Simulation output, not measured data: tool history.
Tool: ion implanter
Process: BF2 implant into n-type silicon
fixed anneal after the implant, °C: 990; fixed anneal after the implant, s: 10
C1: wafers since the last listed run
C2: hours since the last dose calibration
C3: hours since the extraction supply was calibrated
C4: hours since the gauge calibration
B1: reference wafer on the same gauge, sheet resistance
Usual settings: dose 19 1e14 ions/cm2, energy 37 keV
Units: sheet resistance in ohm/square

run 1 hour=0 | dose=19 energy=37 | C1=0 C2=524.7 C3=3482.6 C4=503.2 | B1=162.9 | sheet_resistance=141.75
run 2 hour=14.1 | dose=19 energy=42.5 | C1=260 C2=538.8 C3=3496.7 C4=517.3 | B1=162.96 | sheet_resistance=130.49
run 3 hour=45.1 | dose=19 energy=42.5 | C1=571 C2=569.8 C3=3527.7 C4=548.3 | B1=163.01 | sheet_resistance=130.62
run 4 hour=64.2 | dose=19 energy=37 | C1=352 C2=588.9 C3=3546.8 C4=567.4 | B1=162.98 | sheet_resistance=141.83
run 5 hour=83.6 | dose=19 energy=37 | C1=357 C2=608.3 C3=3566.2 C4=586.8 | B1=163.01 | sheet_resistance=141.61
run 6 hour=102.8 | dose=19 energy=37 | C1=354 C2=627.5 C3=3585.4 C4=606 | B1=162.96 | sheet_resistance=141.43
run 7 hour=136.7 | dose=19 energy=37 | C1=625 C2=661.4 C3=3619.3 C4=639.9 | B1=162.97 | sheet_resistance=141.85
run 8 hour=170.9 | dose=19 energy=37 | C1=630 C2=695.6 C3=3653.5 C4=674.1 | B1=163.08 | sheet_resistance=141.46
run 9 hour=191.2 | dose=19 energy=37 | C1=374 C2=715.9 C3=3673.8 C4=694.4 | B1=162.98 | sheet_resistance=141.71
run 10 hour=214.1 | dose=23.09 energy=37 | C1=422 C2=738.8 C3=3696.7 C4=717.3 | B1=162.91 | sheet_resistance=138.73
run 11 hour=242.6 | dose=23.09 energy=37 | C1=525 C2=767.3 C3=3725.2 C4=745.8 | B1=162.87 | sheet_resistance=138.86
run 12 hour=265.3 | dose=23.09 energy=37 | C1=418 C2=790 C3=3747.9 C4=768.5 | B1=163.03 | sheet_resistance=138.67
run 13 hour=289.6 | dose=19 energy=37 | C1=448 C2=814.3 C3=3772.2 C4=792.8 | B1=162.97 | sheet_resistance=141.68
-- hour=330.3 Faraday cup replaced and dose calibrated
run 14 hour=342.3 | dose=19 energy=37 | C1=824 C2=12 C3=3824.9 C4=845.5 | B1=162.95 | sheet_resistance=141.86
run 15 hour=374.3 | dose=15.31 energy=26 | C1=590 C2=44 C3=3856.9 C4=877.5 | B1=162.98 | sheet_resistance=178.86
-- hour=398.2 extraction supply calibrated
run 16 hour=409.9 | dose=19 energy=30.5 | C1=509 C2=79.6 C3=11.7 C4=913.1 | B1=162.97 | sheet_resistance=162.29
run 17 hour=424.2 | dose=22.5 energy=41.5 | C1=263 C2=93.9 C3=26 C4=927.4 | B1=162.98 | sheet_resistance=133.15
run 18 hour=445.9 | dose=19 energy=37 | C1=400 C2=115.6 C3=47.7 C4=949.1 | B1=163.06 | sheet_resistance=145
run 19 hour=468.9 | dose=19 energy=37 | C1=424 C2=138.6 C3=70.7 C4=972.1 | B1=163 | sheet_resistance=145.07
run 20 hour=490.7 | dose=15.65 energy=26 | C1=402 C2=160.4 C3=92.5 C4=993.9 | B1=163.05 | sheet_resistance=182.77
run 21 hour=517.4 | dose=19 energy=37 | C1=492 C2=187.1 C3=119.2 C4=1020.6 | B1=163.03 | sheet_resistance=144.9
run 22 hour=534.6 | dose=19 energy=37 | C1=317 C2=204.3 C3=136.4 C4=1037.8 | B1=162.93 | sheet_resistance=144.45
run 23 hour=551.5 | dose=13.79 energy=46 | C1=311 C2=221.2 C3=153.3 C4=1054.7 | B1=162.97 | sheet_resistance=134.78
-- hour=562 gauge calibrated
run 24 hour=577.2 | dose=19 energy=49.5 | C1=473 C2=246.9 C3=179 C4=15.2 | B1=163.03 | sheet_resistance=121.71
run 25 hour=602.8 | dose=23.24 energy=30.5 | C1=472 C2=272.5 C3=204.6 C4=40.8 | B1=162.95 | sheet_resistance=158.89
run 26 hour=643.7 | dose=19 energy=37 | C1=754 C2=313.4 C3=245.5 C4=81.7 | B1=162.99 | sheet_resistance=145.16
run 27 hour=708.7 | dose=19 energy=50 | C1=1198 C2=378.4 C3=310.5 C4=146.7 | B1=162.95 | sheet_resistance=120.85
run 28 hour=728.7 | dose=15.95 energy=42.5 | C1=368 C2=398.4 C3=330.5 C4=166.7 | B1=162.93 | sheet_resistance=136.63
run 29 hour=747.3 | dose=17.42 energy=46 | C1=343 C2=417 C3=349.1 C4=185.3 | B1=163.13 | sheet_resistance=128.33
run 30 hour=787.2 | dose=23.09 energy=37 | C1=735 C2=456.9 C3=389 C4=225.2 | B1=163.04 | sheet_resistance=141.49
run 31 hour=801.6 | dose=15.92 energy=42 | C1=265 C2=471.3 C3=403.4 C4=239.6 | B1=163.01 | sheet_resistance=137.24
run 32 hour=830.4 | dose=20.88 energy=31 | C1=531 C2=500.1 C3=432.2 C4=268.4 | B1=163.02 | sheet_resistance=158.48
run 33 hour=856.4 | dose=21.86 energy=45 | C1=479 C2=526.1 C3=458.2 C4=294.4 | B1=163.07 | sheet_resistance=126.09
run 34 hour=875.9 | dose=15.2 energy=28.5 | C1=359 C2=545.6 C3=477.7 C4=313.9 | B1=162.94 | sheet_resistance=172.54
run 35 hour=924.2 | dose=24.38 energy=25 | C1=890 C2=593.9 C3=526 C4=362.2 | B1=163.04 | sheet_resistance=176.17
run 36 hour=954.5 | dose=24.45 energy=46.5 | C1=558 C2=624.2 C3=556.3 C4=392.5 | B1=163.04 | sheet_resistance=122.06
run 37 hour=985.3 | dose=24.17 energy=48 | C1=568 C2=655 C3=587.1 C4=423.3 | B1=163.04 | sheet_resistance=120

Hidden state at the last listed run before each entry between runs and at the first one after, where it differs:
Between runs 13 and 14: Faraday cup replaced and dose calibrated (hour 330.3)
  deviation of the true energy from its setpoint, %: 4.07 -> 4.08
  measured less the result without the state, sheet resistance: -3.4 -> -3.41 ohm/square
Between runs 15 and 16: extraction supply calibrated (hour 398.2)
  deviation of the true energy from its setpoint, %: 4.09 -> -0.218
  measured less the result without the state, sheet resistance: -4.17 -> +0.2 ohm/square
Between runs 23 and 24: gauge calibrated (hour 562)
  deviation of the true energy from its setpoint, %: 0.202 -> 0.274
  measured less the result without the state, sheet resistance: -0.14 -> -0.2 ohm/square
